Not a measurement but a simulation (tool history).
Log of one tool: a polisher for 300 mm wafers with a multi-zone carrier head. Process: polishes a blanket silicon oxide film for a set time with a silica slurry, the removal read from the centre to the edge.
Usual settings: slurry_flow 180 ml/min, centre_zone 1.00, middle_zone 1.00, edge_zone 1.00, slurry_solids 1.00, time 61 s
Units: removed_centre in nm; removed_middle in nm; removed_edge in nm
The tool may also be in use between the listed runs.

| run | hour | slurry_flow | centre_zone | middle_zone | edge_zone | slurry_solids | time | wafers since the last listed run | wafers polished on this pad | hours since the slurry nozzle was cleaned | hours since the centre zone pressure was calibrated | hours since the edge zone pressure was calibrated | hours since the carrier head's membrane was replaced | incoming thickness of the incoming film, nm | removed_centre | removed_middle | removed_edge |
|---|---|---|---|---|---|---|---|---|---|---|---|---|---|---|---|---|---|
| 1 | 0.0 | 180 | 0.94 | 0.93 | 1.00 | 1.00 | 61 | 0 | 1218 | 861.2 | 870.9 | 1027.2 | 0.5 | 802.1 | 201.2 | 201.1 | 215.5 |
|  | 10.3 | worn pad replaced by a new one |
| 2 | 10.8 | 180 | 1.00 | 1.00 | 0.96 | 1.00 | 61 | 69 | 4 | 872.0 | 881.7 | 1038.0 | 11.3 | 788.6 | 238.0 | 240.3 | 241.0 |
|  | 17.3 | slurry nozzle cleaned |
| 3 | 22.3 | 180 | 1.00 | 1.00 | 0.96 | 1.00 | 61 | 106 | 111 | 5.0 | 893.2 | 1049.5 | 22.8 | 796.0 | 231.8 | 234.5 | 233.5 |
|  | 28.8 | edge zone pressure recalibrated |
| 4 | 32.2 | 205 | 1.00 | 1.04 | 1.00 | 1.00 | 61 | 80 | 191 | 14.9 | 903.1 | 3.4 | 32.7 | 790.9 | 237.3 | 245.1 | 232.8 |
| 5 | 41.9 | 180 | 1.00 | 1.00 | 0.94 | 1.00 | 61 | 98 | 290 | 24.6 | 912.8 | 13.1 | 42.4 | 801.3 | 229.2 | 230.1 | 227.5 |
|  | 57.8 | centre zone pressure recalibrated |
| 6 | 58.3 | 180 | 1.00 | 1.00 | 1.00 | 1.20 | 73 | 146 | 436 | 41.0 | 0.5 | 29.5 | 58.8 | 792.4 | 288.3 | 289.1 | 292.9 |
| 7 | 66.3 | 150 | 1.00 | 1.05 | 1.00 | 1.00 | 61 | 81 | 518 | 49.0 | 8.5 | 37.5 | 66.8 | 802.2 | 219.1 | 230.7 | 218.1 |
| 8 | 81.6 | 180 | 1.00 | 1.00 | 1.00 | 1.00 | 61 | 155 | 673 | 64.3 | 23.8 | 52.8 | 82.1 | 785.2 | 221.0 | 227.1 | 227.1 |
| 9 | 99.6 | 180 | 1.00 | 1.00 | 1.00 | 1.00 | 61 | 183 | 856 | 82.3 | 41.8 | 70.8 | 100.1 | 792.6 | 220.1 | 221.1 | 221.3 |
| 10 | 115.5 | 180 | 1.00 | 1.00 | 0.94 | 1.00 | 61 | 161 | 1018 | 98.2 | 57.7 | 86.7 | 116.0 | 789.2 | 218.0 | 216.5 | 213.0 |
| 11 | 127.8 | 180 | 1.00 | 1.00 | 1.00 | 1.00 | 61 | 125 | 1143 | 110.5 | 70.0 | 99.0 | 128.3 | 782.9 | 212.0 | 213.9 | 220.3 |
| 12 | 145.6 | 115 | 1.08 | 1.00 | 1.00 | 1.00 | 61 | 180 | 1324 | 128.3 | 87.8 | 116.8 | 146.1 | 772.0 | 203.3 | 195.9 | 203.7 |
|  | 155.8 | worn pad replaced by a new one |
| 13 | 162.1 | 180 | 1.00 | 1.00 | 1.00 | 1.00 | 61 | 127 | 64 | 144.8 | 104.3 | 133.3 | 162.6 | 781.2 | 231.7 | 241.0 | 236.7 |
| 14 | 171.6 | 180 | 1.00 | 1.00 | 1.00 | 1.00 | 61 | 96 | 160 | 154.3 | 113.8 | 142.8 | 172.1 | 779.8 | 233.8 | 240.6 | 238.0 |
| 15 | 182.2 | 180 | 1.00 | 1.00 | 1.00 | 1.00 | 77 | 107 | 268 | 164.9 | 124.4 | 153.4 | 182.7 | 798.9 | 295.7 | 297.8 | 294.6 |
| 16 | 210.0 | 180 | 0.93 | 1.00 | 1.03 | 1.10 | 61 | 282 | 551 | 192.7 | 152.2 | 181.2 | 210.5 | 788.1 | 217.3 | 237.8 | 244.0 |
| 17 | 216.3 | 180 | 0.96 | 1.10 | 1.08 | 1.00 | 44 | 64 | 615 | 199.0 | 158.5 | 187.5 | 216.8 | 790.0 | 157.9 | 182.0 | 173.8 |
| 18 | 222.5 | 125 | 1.00 | 0.95 | 0.92 | 1.00 | 66 | 63 | 678 | 205.2 | 164.7 | 193.7 | 223.0 | 784.2 | 227.2 | 220.5 | 231.6 |
| 19 | 229.7 | 200 | 1.00 | 1.00 | 0.91 | 0.85 | 61 | 73 | 751 | 212.4 | 171.9 | 200.9 | 230.2 | 786.0 | 210.5 | 217.4 | 208.5 |
| 20 | 269.6 | 180 | 1.00 | 1.00 | 1.00 | 1.00 | 61 | 405 | 1157 | 252.3 | 211.8 | 240.8 | 270.1 | 790.6 | 217.1 | 216.2 | 220.8 |
| 21 | 279.7 | 180 | 1.00 | 1.00 | 1.08 | 1.00 | 61 | 102 | 1259 | 262.4 | 221.9 | 250.9 | 280.2 | 799.3 | 213.9 | 216.3 | 222.8 |
| 22 | 292.2 | 240 | 1.00 | 0.93 | 0.96 | 1.00 | 61 | 127 | 1386 | 274.9 | 234.4 | 263.4 | 292.7 | 791.1 | 220.3 | 209.9 | 223.6 |

Forecast each of these 4 alternatives for the next run:
| A | 292.6 | 180 | 1.00 | 1.00 | 1.00 | 1.00 | 61 | 4 | 1390 | 275.3 | 234.8 | 263.8 | 293.1 | 782.2 | ? | ? | ? |
| B | 292.6 | 180 | 1.00 | 1.00 | 0.90 | 1.00 | 61 | 4 | 1390 | 275.3 | 234.8 | 263.8 | 293.1 | 782.2 | ? | ? | ? |
| C | 292.6 | 180 | 1.00 | 1.09 | 1.00 | 1.00 | 61 | 4 | 1390 | 275.3 | 234.8 | 263.8 | 293.1 | 782.2 | ? | ? | ? |
| D | 292.6 | 150 | 1.00 | 1.00 | 1.00 | 0.80 | 50 | 4 | 1390 | 275.3 | 234.8 | 263.8 | 293.1 | 782.2 | ? | ? | ? |

| run | removed_centre | removed_middle | removed_edge |
|---|---|---|---|
| A | 212.6 | 214.4 | 218.3 |
| B | 212.6 | 214.4 | 209.4 |
| C | 212.7 | 230.7 | 218.1 |
| D | 154.0 | 155.9 | 160.0 |
Without the tool's hidden state the same runs would have given:
| run | removed_centre | removed_middle | removed_edge |
|---|---|---|---|
| A | 238.3 | 240.4 | 244.8 |
| B | 238.3 | 240.4 | 234.8 |
| C | 238.5 | 258.6 | 244.5 |
| D | 172.7 | 174.7 | 179.4 |
